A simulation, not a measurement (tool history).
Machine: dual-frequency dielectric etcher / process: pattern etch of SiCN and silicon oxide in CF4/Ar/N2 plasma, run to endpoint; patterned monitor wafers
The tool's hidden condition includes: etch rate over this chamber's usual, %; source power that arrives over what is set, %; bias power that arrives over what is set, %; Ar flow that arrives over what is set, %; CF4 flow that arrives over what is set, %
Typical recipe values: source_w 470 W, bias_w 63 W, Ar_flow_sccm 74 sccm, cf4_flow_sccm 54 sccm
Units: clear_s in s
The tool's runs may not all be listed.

run,hour,source_w,bias_w,Ar_flow_sccm,cf4_flow_sccm,wafers since the last listed run,hours since the last wet clean,hours since the last source power generator calibration,hours since the last bias power generator calibration,hours since the last Ar flow controller change,hours since the last CF4 flow controller change,hours since the last upper electrode change,"incoming incoming film thickness, nm",clear_s
1,0.0,400,63,69,54,0,454.1,2451.0,3792.0,458.6,26.8,406.1,16.22,20.2
# hour 10.3: bias power generator calibrated
# hour 68.1: wet clean of the chamber
2,68.6,470,63,74,58,773,0.5,2519.6,58.3,527.2,95.4,474.7,16.22,17.0
3,129.5,470,63,66,60,1160,61.4,2580.5,119.2,588.1,156.3,535.6,16.14,16.8
4,179.8,430,70,63,67,958,111.7,2630.8,169.5,638.4,206.6,585.9,16.21,17.4
5,244.0,470,50,74,57,1222,175.9,2695.0,233.7,702.6,270.8,650.1,16.24,18.5
6,304.0,470,63,74,54,1142,235.9,2755.0,293.7,762.6,330.8,710.1,16.24,17.3
7,347.7,470,63,74,54,832,279.6,2798.7,337.4,806.3,374.5,753.8,16.30,17.4
8,400.6,440,63,68,66,1007,332.5,2851.6,390.3,859.2,427.4,806.7,16.28,17.9
9,444.0,470,63,74,54,826,375.9,2895.0,433.7,902.6,470.8,850.1,16.04,17.3
# hour 461.7: source power generator calibrated
10,497.5,470,63,74,54,942,429.4,35.8,487.2,956.1,524.3,903.6,16.22,17.4
# hour 539.0: wet clean of the chamber
11,539.5,390,76,74,50,342,0.5,77.8,529.2,998.1,566.3,945.6,16.13,19.7
12,574.1,470,63,74,54,659,35.1,112.4,563.8,1032.7,600.9,980.2,16.16,17.3
13,601.7,400,63,59,65,525,62.7,140.0,591.4,1060.3,628.5,1007.8,16.06,19.1
14,634.9,470,63,74,67,632,95.9,173.2,624.6,1093.5,661.7,1041.0,16.16,16.9
15,670.3,470,63,74,54,674,131.3,208.6,660.0,1128.9,697.1,1076.4,15.92,16.9
16,718.6,390,57,57,50,920,179.6,256.9,708.3,1177.2,745.4,1124.7,16.09,21.0
17,916.4,470,63,60,54,3767,377.4,454.7,906.1,1375.0,943.2,1322.5,16.29,17.0
18,974.6,390,63,74,46,1108,435.6,512.9,964.3,1433.2,1001.4,1380.7,16.32,21.5
19,1019.0,560,63,74,54,845,480.0,557.3,1008.7,1477.6,1045.8,1425.1,16.15,14.7
20,1081.1,470,63,74,54,1182,542.1,619.4,1070.8,1539.7,1107.9,1487.2,16.24,17.4
# hour 1106.6: wet clean of the chamber
21,1145.0,470,63,74,54,760,38.4,683.3,1134.7,1603.6,1171.8,1551.1,16.22,17.3
22,1320.4,470,63,74,54,3341,213.8,858.7,1310.1,1779.0,1347.2,1726.5,16.36,17.5
23,1357.3,470,58,74,54,702,250.7,895.6,1347.0,1815.9,1384.1,1763.4,16.21,17.7
24,1391.7,390,72,67,61,655,285.1,930.0,1381.4,1850.3,1418.5,1797.8,16.24,19.4

Forecast each of these 4 alternatives for the next run:
A,1392.1,470,48,74,54,7,285.5,930.4,1381.8,1850.7,1418.9,1798.2,16.19,?
B,1392.1,470,63,74,66,7,285.5,930.4,1381.8,1850.7,1418.9,1798.2,16.19,?
C,1392.1,370,63,66,66,7,285.5,930.4,1381.8,1850.7,1418.9,1798.2,16.19,?
D,1392.1,560,63,74,48,7,285.5,930.4,1381.8,1850.7,1418.9,1798.2,16.19,?

run,clear_s
A,18.9
B,16.8
C,21.0
D,14.9
What these runs would have given with no unlogged condition in the tool:
run,clear_s
A,18.9
B,16.8
C,21.0
D,14.9

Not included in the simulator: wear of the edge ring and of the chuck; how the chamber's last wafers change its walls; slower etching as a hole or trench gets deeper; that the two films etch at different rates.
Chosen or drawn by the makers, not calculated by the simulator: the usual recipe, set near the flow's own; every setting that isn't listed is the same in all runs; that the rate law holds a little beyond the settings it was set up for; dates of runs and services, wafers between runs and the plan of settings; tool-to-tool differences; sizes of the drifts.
